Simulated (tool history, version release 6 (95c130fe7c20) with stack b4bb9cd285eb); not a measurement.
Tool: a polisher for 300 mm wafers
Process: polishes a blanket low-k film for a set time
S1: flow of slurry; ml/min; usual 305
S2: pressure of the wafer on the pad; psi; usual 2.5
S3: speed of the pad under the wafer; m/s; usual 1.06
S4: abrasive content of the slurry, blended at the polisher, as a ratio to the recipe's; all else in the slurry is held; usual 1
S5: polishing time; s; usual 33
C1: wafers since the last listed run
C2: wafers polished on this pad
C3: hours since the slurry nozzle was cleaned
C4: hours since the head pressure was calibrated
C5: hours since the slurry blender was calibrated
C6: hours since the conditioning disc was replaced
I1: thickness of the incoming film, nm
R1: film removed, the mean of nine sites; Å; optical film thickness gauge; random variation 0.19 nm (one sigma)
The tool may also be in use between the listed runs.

run 1 hour=0 | S1=305 S2=2.5 S3=1.06 S4=1 S5=33 | C1=0 C2=1989 C3=224.6 C4=670.4 C5=158.1 C6=100.5 | I1=678.7 | R1=187
-- hour=18.9 worn pad replaced by a new one
run 2 hour=20.5 | S1=305 S2=2.5 S3=1.06 S4=1 S5=33 | C1=288 C2=28 C3=245.1 C4=690.9 C5=178.6 C6=121 | I1=679.8 | R1=186
-- hour=42.9 slurry blender recalibrated
run 3 hour=53.5 | S1=305 S2=2.5 S3=1.06 S4=1 S5=33 | C1=542 C2=571 C3=278.1 C4=723.9 C5=10.6 C6=154 | I1=661.9 | R1=193
-- hour=128.1 slurry nozzle cleaned
run 4 hour=148.1 | S1=305 S2=2.5 S3=1.06 S4=1 S5=33 | C1=1637 C2=2208 C3=20 C4=818.5 C5=105.2 C6=248.6 | I1=659.4 | R1=187
-- hour=165.2 worn pad replaced by a new one, of another model than before
run 5 hour=183.2 | S1=305 S2=2.5 S3=1.06 S4=1 S5=33 | C1=544 C2=314 C3=55.1 C4=853.6 C5=140.3 C6=283.7 | I1=669.8 | R1=185
run 6 hour=205.5 | S1=305 S2=2.5 S3=1.06 S4=1 S5=33 | C1=390 C2=704 C3=77.4 C4=875.9 C5=162.6 C6=306 | I1=665.3 | R1=184
-- hour=223.7 head pressure recalibrated
run 7 hour=231.7 | S1=305 S2=2.5 S3=1.06 S4=1 S5=33 | C1=423 C2=1127 C3=103.6 C4=8 C5=188.8 C6=332.2 | I1=681.3 | R1=180
-- hour=248.7 slurry blender recalibrated
run 8 hour=267.7 | S1=305 S2=2.5 S3=1.06 S4=1 S5=33 | C1=594 C2=1722 C3=139.6 C4=44 C5=19 C6=368.2 | I1=675.6 | R1=195
-- hour=291.6 worn pad replaced by a new one
run 9 hour=292.1 | S1=305 S2=2.5 S3=1.06 S4=1 S5=33 | C1=356 C2=8 C3=164 C4=68.4 C5=43.4 C6=392.6 | I1=672.3 | R1=196
run 10 hour=314.3 | S1=305 S2=2.5 S3=1.06 S4=1 S5=33 | C1=388 C2=396 C3=186.2 C4=90.6 C5=65.6 C6=414.8 | I1=669.9 | R1=193
run 11 hour=332.9 | S1=305 S2=2.5 S3=1.06 S4=0.9 S5=33 | C1=325 C2=722 C3=204.8 C4=109.2 C5=84.2 C6=433.4 | I1=667.3 | R1=186
run 12 hour=349.8 | S1=305 S2=2.5 S3=1.06 S4=0.85 S5=33 | C1=295 C2=1017 C3=221.7 C4=126.1 C5=101.1 C6=450.3 | I1=666.1 | R1=180
run 13 hour=373.1 | S1=305 S2=2.5 S3=1.06 S4=1.1 S5=33 | C1=407 C2=1425 C3=245 C4=149.4 C5=124.4 C6=473.6 | I1=679.6 | R1=198
run 14 hour=400.8 | S1=225 S2=2.5 S3=0.86 S4=1 S5=38 | C1=484 C2=1910 C3=272.7 C4=177.1 C5=152.1 C6=501.3 | I1=677.1 | R1=189
run 15 hour=430.3 | S1=370 S2=2.5 S3=1.42 S4=1 S5=33 | C1=516 C2=2426 C3=302.2 C4=206.6 C5=181.6 C6=530.8 | I1=659 | R1=220
-- hour=438.7 conditioning disc replaced and pad reconditioned
-- hour=446.5 worn pad replaced by a new one
-- hour=462 slurry blender recalibrated
-- hour=472.4 slurry nozzle cleaned
run 16 hour=533.9 | S1=215 S2=2.9 S3=1.06 S4=1.2 S5=24 | C1=1654 C2=1476 C3=61.5 C4=310.2 C5=71.9 C6=95.2 | I1=660.7 | R1=149
run 17 hour=569.3 | S1=365 S2=2.5 S3=1.06 S4=1 S5=33 | C1=619 C2=2096 C3=96.9 C4=345.6 C5=107.3 C6=130.6 | I1=675.7 | R1=195
-- hour=594.1 worn pad replaced by a new one
run 18 hour=594.6 | S1=240 S2=2.5 S3=0.74 S4=1 S5=37 | C1=372 C2=8 C3=122.2 C4=370.9 C5=132.6 C6=155.9 | I1=665.9 | R1=177
run 19 hour=614.3 | S1=225 S2=2.5 S3=1.06 S4=1 S5=33 | C1=344 C2=352 C3=141.9 C4=390.6 C5=152.3 C6=175.6 | I1=675 | R1=179
run 20 hour=643.4 | S1=305 S2=2.5 S3=1.06 S4=1 S5=33 | C1=509 C2=861 C3=171 C4=419.7 C5=181.4 C6=204.7 | I1=657.1 | R1=187
-- hour=664.7 slurry blender recalibrated
run 21 hour=675.4 | S1=305 S2=2.9 S3=1.06 S4=0.8 S5=33 | C1=524 C2=1386 C3=203 C4=451.7 C5=10.7 C6=236.7 | I1=668.9 | R1=196
run 22 hour=706.6 | S1=305 S2=2.5 S3=1.06 S4=1 S5=33 | C1=545 C2=1932 C3=234.2 C4=482.9 C5=41.9 C6=267.9 | I1=669.9 | R1=193

Forecast each of these 3 alternatives for the next run:
run A hour=707 | S1=305 S2=2.5 S3=1.06 S4=1 S5=33 | C1=6 C2=1939 C3=234.6 C4=483.3 C5=42.3 C6=268.3 | I1=676.3 | R1=?
run B hour=707 | S1=365 S2=2.2 S3=1.4 S4=0.8 S5=33 | C1=6 C2=1939 C3=234.6 C4=483.3 C5=42.3 C6=268.3 | I1=676.3 | R1=?
run C hour=707 | S1=305 S2=3.3 S3=1.06 S4=1.15 S5=29 | C1=6 C2=1939 C3=234.6 C4=483.3 C5=42.3 C6=268.3 | I1=676.3 | R1=?

run=A R1=198
run=B R1=207
run=C R1=203
Without the tool's hidden state the same runs would have given:
run=A R1=200
run=B R1=209
run=C R1=204
